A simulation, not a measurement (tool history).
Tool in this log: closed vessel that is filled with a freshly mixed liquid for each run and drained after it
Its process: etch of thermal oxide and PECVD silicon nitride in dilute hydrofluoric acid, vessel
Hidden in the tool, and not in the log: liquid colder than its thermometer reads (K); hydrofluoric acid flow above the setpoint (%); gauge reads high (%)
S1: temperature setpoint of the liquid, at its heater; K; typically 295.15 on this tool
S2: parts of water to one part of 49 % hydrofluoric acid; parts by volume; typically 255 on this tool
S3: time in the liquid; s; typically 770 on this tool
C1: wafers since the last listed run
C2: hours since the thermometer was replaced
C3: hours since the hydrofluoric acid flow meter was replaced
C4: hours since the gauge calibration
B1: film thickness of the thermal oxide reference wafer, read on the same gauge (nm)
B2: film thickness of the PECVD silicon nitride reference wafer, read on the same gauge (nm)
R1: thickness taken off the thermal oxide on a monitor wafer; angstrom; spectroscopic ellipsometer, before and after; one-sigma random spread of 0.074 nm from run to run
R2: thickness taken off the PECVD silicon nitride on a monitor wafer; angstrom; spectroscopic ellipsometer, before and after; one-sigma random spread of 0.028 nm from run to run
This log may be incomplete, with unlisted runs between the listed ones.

Run 1, day 0.000: usual settings but S3 895 s; C1 0; C2 909.2; C3 305.5; C4 350.5; B1 139.98; B2 130.030. Result: R1 116.9 angstrom, R2 52.56 angstrom.
Run 2, day 1.867: usual settings; C1 3098; C2 954.0; C3 350.3; C4 395.3; B1 140.02; B2 129.979. Result: R1 101.2 angstrom, R2 45.41 angstrom.
At day 2.512: thermometer replaced.
Run 3, day 10.775: usual settings; C1 14716; C2 198.3; C3 564.1; C4 609.1; B1 139.95; B2 129.976. Result: R1 100.8 angstrom, R2 45.80 angstrom.
Run 4, day 12.058: usual settings; C1 2129; C2 229.1; C3 594.9; C4 639.9; B1 140.00; B2 130.044. Result: R1 101.7 angstrom, R2 45.43 angstrom.
Run 5, day 13.729: usual settings; C1 2773; C2 269.2; C3 635.0; C4 680.0; B1 139.99; B2 130.004. Result: R1 101.6 angstrom, R2 45.45 angstrom.
Run 6, day 15.538: usual settings; C1 3001; C2 312.6; C3 678.4; C4 723.4; B1 139.99; B2 130.019. Result: R1 103.0 angstrom, R2 45.53 angstrom.
At day 17.758: gauge calibrated.
Run 7, day 18.329: usual settings; C1 4633; C2 379.6; C3 745.4; C4 13.7; B1 139.99; B2 130.027. Result: R1 101.4 angstrom, R2 45.06 angstrom.
Run 8, day 20.400: usual settings; C1 3437; C2 429.3; C3 795.1; C4 63.4; B1 139.96; B2 130.024. Result: R1 101.4 angstrom, R2 45.39 angstrom.
At day 25.379: hydrofluoric acid flow meter replaced.
Run 9, day 26.054: usual settings but S2 285 parts by volume; C1 9315; C2 565.0; C3 16.2; C4 199.1; B1 139.97; B2 130.022. Result: R1 88.1 angstrom, R2 40.44 angstrom.
Run 10, day 28.433: usual settings but S2 285 parts by volume; C1 3948; C2 622.1; C3 73.3; C4 256.2; B1 140.00; B2 129.985. Result: R1 88.4 angstrom, R2 40.27 angstrom.
Run 11, day 30.908: usual settings but S2 285 parts by volume; C1 4107; C2 681.5; C3 132.7; C4 315.6; B1 140.01; B2 130.005. Result: R1 87.1 angstrom, R2 40.29 angstrom.
Run 12, day 32.546: usual settings; C1 2717; C2 720.8; C3 172.0; C4 354.9; B1 140.04; B2 130.022. Result: R1 101.1 angstrom, R2 45.39 angstrom.
At day 34.017: thermometer replaced.
Run 13, day 34.404: usual settings but S1 299.65 K, S2 295 parts by volume; C1 3015; C2 9.3; C3 216.6; C4 399.5; B1 140.03; B2 130.010. Result: R1 97.9 angstrom, R2 51.70 angstrom.
Run 14, day 36.083: usual settings; C1 2786; C2 49.6; C3 256.9; C4 439.8; B1 140.03; B2 130.031. Result: R1 102.8 angstrom, R2 45.19 angstrom.
Run 15, day 37.283: usual settings; C1 1991; C2 78.4; C3 285.7; C4 468.6; B1 139.99; B2 130.014. Result: R1 101.9 angstrom, R2 44.95 angstrom.
Run 16, day 39.771: usual settings but S1 297.65 K, S2 335 parts by volume, S3 1200 s; C1 4128; C2 138.1; C3 345.4; C4 528.3; B1 139.98; B2 130.053. Result: R1 121.8 angstrom, R2 62.86 angstrom.
Run 17, day 41.321: usual settings but S1 296.65 K; C1 2572; C2 175.3; C3 382.6; C4 565.5; B1 139.97; B2 129.998. Result: R1 108.1 angstrom, R2 49.55 angstrom.
Run 18, day 43.646: usual settings but S1 298.15 K, S2 175 parts by volume, S3 975 s; C1 3858; C2 231.1; C3 438.4; C4 621.3; B1 140.02; B2 129.988. Result: R1 226.8 angstrom, R2 99.36 angstrom.
Run 19, day 46.542: usual settings; C1 4806; C2 300.6; C3 507.9; C4 690.8; B1 139.97; B2 129.977. Result: R1 100.3 angstrom, R2 45.16 angstrom.
At day 48.675: gauge calibrated.
Run 20, day 48.829: usual settings but S1 293.65 K, S2 375 parts by volume, S3 430 s; C1 3796; C2 355.5; C3 562.8; C4 3.7; B1 140.02; B2 129.949. Result: R1 32.5 angstrom, R2 15.51 angstrom.
Run 21, day 50.033: usual settings; C1 1998; C2 384.4; C3 591.7; C4 32.6; B1 139.99; B2 129.992. Result: R1 101.3 angstrom, R2 45.16 angstrom.
Run 22, day 51.196: usual settings but S1 292.15 K, S2 180 parts by volume, S3 620 s; C1 1929; C2 412.3; C3 619.6; C4 60.5; B1 140.03; B2 129.948. Result: R1 109.9 angstrom, R2 42.01 angstrom.
Run 23, day 53.050: usual settings but S1 299.15 K, S2 185 parts by volume, S3 1180 s; C1 3077; C2 456.8; C3 664.1; C4 105.0; B1 140.02; B2 130.016. Result: R1 266.3 angstrom, R2 121.73 angstrom.
Run 24, day 54.258: usual settings but S1 292.65 K; C1 2005; C2 485.8; C3 693.1; C4 134.0; B1 140.03; B2 129.970. Result: R1 92.7 angstrom, R2 38.41 angstrom.

Take each entry between the runs: how does the hidden state at the last listed run before it differ from the hidden state at the first listed run after it?
From run 2 to run 3: thermometer replaced (day 2.512)
  nothing in the hidden state changes from one run to the other
From run 6 to run 7: gauge calibrated (day 17.758)
  nothing in the hidden state changes from one run to the other
From run 8 to run 9: hydrofluoric acid flow meter replaced (day 25.379)
  nothing in the hidden state changes from one run to the other
From run 12 to run 13: thermometer replaced (day 34.017)
  nothing in the hidden state changes from one run to the other
From run 19 to run 20: gauge calibrated (day 48.675)
  nothing in the hidden state changes from one run to the other
